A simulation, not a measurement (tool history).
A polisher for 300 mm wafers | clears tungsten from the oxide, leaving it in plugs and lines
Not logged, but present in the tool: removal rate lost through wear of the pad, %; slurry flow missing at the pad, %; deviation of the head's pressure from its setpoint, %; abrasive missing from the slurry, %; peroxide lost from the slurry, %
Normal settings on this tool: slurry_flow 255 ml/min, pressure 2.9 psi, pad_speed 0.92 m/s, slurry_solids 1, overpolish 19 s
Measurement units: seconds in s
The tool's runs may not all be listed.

run,hour,slurry_flow,pressure,pad_speed,slurry_solids,overpolish,wafers since the last listed run,wafers polished on this pad,hours since the slurry nozzle was cleaned,hours since the head pressure was calibrated,hours since the slurry blender was calibrated,hours since the slurry got fresh peroxide,"incoming thickness of the incoming film, nm",seconds
1,0,255,2.9,0.92,1,19,0,658,258,111.6,124.5,186.8,339.8,92.3
# hour 25.6: slurry tank refilled with fresh slurry and peroxide
2,43.7,255,2.9,0.92,1,19,512,1170,301.7,155.3,168.2,18.1,342.6,94.4
3,87.2,255,2.9,0.92,1,19,521,1692,345.2,198.8,211.7,61.6,340.4,95.1
# hour 101.3: slurry blender recalibrated
4,128.8,255,2.9,0.92,1,19,475,2167,386.8,240.4,27.5,103.2,344.5,102.8
# hour 158: worn pad replaced by a new one
5,158.5,255,2.9,1.18,1,19,308,6,416.5,270.1,57.2,132.9,335.8,70.3
6,186,255,2.9,0.92,1,19,329,336,444,297.6,84.7,160.4,340.4,88.1
# hour 191: slurry tank refilled with fresh slurry and peroxide
7,231.3,255,2.9,0.92,0.8,19,531,867,489.3,342.9,130,40.3,342.1,100.1
8,287,255,2.9,0.92,0.8,19,668,1535,545,398.6,185.7,96,338.2,103
# hour 293.1: slurry blender recalibrated
9,345.5,255,2.9,0.92,1.25,19,677,2213,603.5,457.1,52.4,154.5,339.2,96.6
# hour 360.8: worn pad replaced by a new one
# hour 364.2: slurry nozzle cleaned
10,371.3,255,2.9,0.92,1,19,249,113,7.1,482.9,78.2,180.3,344.9,92
# hour 390.1: slurry tank refilled with fresh slurry and peroxide
11,406,255,2.9,0.92,1,19,404,517,41.8,517.6,112.9,15.9,339.5,91.5
# hour 465.6: slurry blender recalibrated
12,475.9,255,2,1.08,1.15,29,814,1332,111.7,587.5,10.3,85.8,344.2,111.6
# hour 521: head pressure recalibrated
13,546,255,2.9,0.92,1,15,816,2149,181.8,25,80.4,155.9,335.8,101
# hour 554.5: slurry tank refilled with fresh slurry and peroxide
# hour 560: worn pad replaced by a new one
14,571.5,255,2.9,0.92,1,19,245,137,207.3,50.5,105.9,17,340.4,87.8
15,637.6,255,2.9,0.92,1,19,792,930,273.4,116.6,172,83.1,338.2,91.5
# hour 693.7: slurry blender recalibrated
16,696.4,345,2.9,0.92,1,14,681,1612,332.2,175.4,2.7,141.9,338.3,93.1
# hour 739: worn pad replaced by a new one
17,746.3,340,2.9,0.92,0.75,29,550,87,382.1,225.3,52.6,191.8,338.6,94.5
# hour 762.5: slurry tank refilled with fresh slurry and peroxide
18,777.7,255,2.9,0.92,1.1,29,364,451,413.5,256.7,84,15.2,334.8,89.4
19,845.6,180,3.5,0.92,0.85,19,814,1266,481.4,324.6,151.9,83.1,339.4,83.9
# hour 872.4: slurry blender recalibrated
20,899.5,255,2.9,0.92,1,19,622,1888,535.3,378.5,27.1,137,340.5,99.4
21,941.2,255,2.9,0.92,1,11,500,2389,577,420.2,68.8,178.7,335.3,105.1

Each row is a separate what-if for the run after 21, all from the same tool condition, not one after another. Results?
A,941.7,255,2.9,0.92,1,19,5,2395,577.5,420.7,69.3,179.2,337.1,?
B,941.7,255,3.6,0.92,1,19,5,2395,577.5,420.7,69.3,179.2,337.1,?
C,941.7,255,1.9,0.92,0.9,11,5,2395,577.5,420.7,69.3,179.2,337.1,?

run,seconds
A,102.7
B,82.8
C,161.4
The same runs, with their run-to-run variation unchanged, on a tool lacking any hidden condition would have given:
run,seconds
A,87.4
B,70.4
C,137.3

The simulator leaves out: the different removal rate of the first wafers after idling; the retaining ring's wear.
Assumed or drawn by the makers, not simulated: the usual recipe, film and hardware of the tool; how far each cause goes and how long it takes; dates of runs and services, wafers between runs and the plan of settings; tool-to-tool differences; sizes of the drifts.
